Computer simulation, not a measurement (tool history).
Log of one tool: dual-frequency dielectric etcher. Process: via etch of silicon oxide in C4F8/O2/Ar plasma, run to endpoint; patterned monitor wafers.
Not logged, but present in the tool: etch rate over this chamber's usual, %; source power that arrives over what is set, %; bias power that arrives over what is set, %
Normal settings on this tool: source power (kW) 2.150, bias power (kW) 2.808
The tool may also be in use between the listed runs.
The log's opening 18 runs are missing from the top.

| run | hour | source power (kW) | bias power (kW) | wafers since the last listed run | hours since the last wet clean | hours since the last source power generator calibration | hours since the last bias power generator calibration | hours since the last upper electrode change | incoming incoming film thickness, nm | endpoint time (s) |
|---|---|---|---|---|---|---|---|---|---|---|
| 19 | 420.6 | 2.560 | 2.465 | 53 | 291.3 | 4538.8 | 98.1 | 4669.0 | 1198.9 | 208.7 |
| 20 | 442.6 | 2.150 | 2.276 | 80 | 313.3 | 4560.8 | 120.1 | 4691.0 | 1188.0 | 224.4 |
| 21 | 473.5 | 2.150 | 2.808 | 112 | 344.2 | 4591.7 | 151.0 | 4721.9 | 1185.8 | 203.9 |
| 22 | 486.5 | 1.850 | 3.233 | 47 | 357.2 | 4604.7 | 164.0 | 4734.9 | 1195.2 | 202.0 |
| 23 | 506.7 | 2.150 | 2.808 | 73 | 377.4 | 4624.9 | 184.2 | 4755.1 | 1199.5 | 206.9 |
|  | 534.0 | wet clean of the chamber |
| 24 | 540.6 | 2.600 | 3.234 | 36 | 6.6 | 4658.8 | 218.1 | 4789.0 | 1202.8 | 183.5 |
|  | 551.0 | source power generator calibrated |
| 25 | 554.2 | 2.300 | 3.265 | 35 | 20.2 | 3.2 | 231.7 | 4802.6 | 1188.6 | 187.2 |
|  | 584.2 | upper electrode replaced |
| 26 | 584.7 | 2.460 | 3.456 | 23 | 50.7 | 33.7 | 262.2 | 0.5 | 1189.4 | 179.6 |
| 27 | 595.0 | 2.480 | 2.808 | 37 | 61.0 | 44.0 | 272.5 | 10.8 | 1206.8 | 198.2 |
| 28 | 627.1 | 2.340 | 2.125 | 117 | 93.1 | 76.1 | 304.6 | 42.9 | 1199.1 | 225.3 |
| 29 | 658.3 | 2.600 | 2.993 | 113 | 124.3 | 107.3 | 335.8 | 74.1 | 1199.7 | 189.0 |
| 30 | 683.5 | 2.150 | 2.808 | 91 | 149.5 | 132.5 | 361.0 | 99.3 | 1189.5 | 203.6 |
| 31 | 777.9 | 2.460 | 3.351 | 344 | 243.9 | 226.9 | 455.4 | 193.7 | 1190.9 | 183.5 |
| 32 | 810.3 | 2.510 | 3.161 | 118 | 276.3 | 259.3 | 487.8 | 226.1 | 1190.6 | 185.2 |
| 33 | 839.5 | 2.620 | 3.389 | 106 | 305.5 | 288.5 | 517.0 | 255.3 | 1192.8 | 179.2 |
| 34 | 854.1 | 1.860 | 2.985 | 53 | 320.1 | 303.1 | 531.6 | 269.9 | 1198.3 | 208.6 |

5 ways to go on from here, each from the tool as it stands after run 34. What would each give?
| A | 854.6 | 2.150 | 2.808 | 1 | 320.6 | 303.6 | 532.1 | 270.4 | 1193.8 | ? |
| B | 854.6 | 1.990 | 2.381 | 1 | 320.6 | 303.6 | 532.1 | 270.4 | 1193.8 | ? |
| C | 854.6 | 2.670 | 3.233 | 1 | 320.6 | 303.6 | 532.1 | 270.4 | 1193.8 | ? |
| D | 854.6 | 2.010 | 2.551 | 1 | 320.6 | 303.6 | 532.1 | 270.4 | 1193.8 | ? |
| E | 854.6 | 1.910 | 3.120 | 1 | 320.6 | 303.6 | 532.1 | 270.4 | 1193.8 | ? |

| run | endpoint time (s) |
|---|---|
| A | 205.3 |
| B | 225.2 |
| C | 182.2 |
| D | 217.9 |
| E | 202.3 |
What these runs would have given with no unlogged condition in the tool:
| run | endpoint time (s) |
|---|---|
| A | 203.2 |
| B | 222.9 |
| C | 180.4 |
| D | 215.7 |
| E | 200.3 |
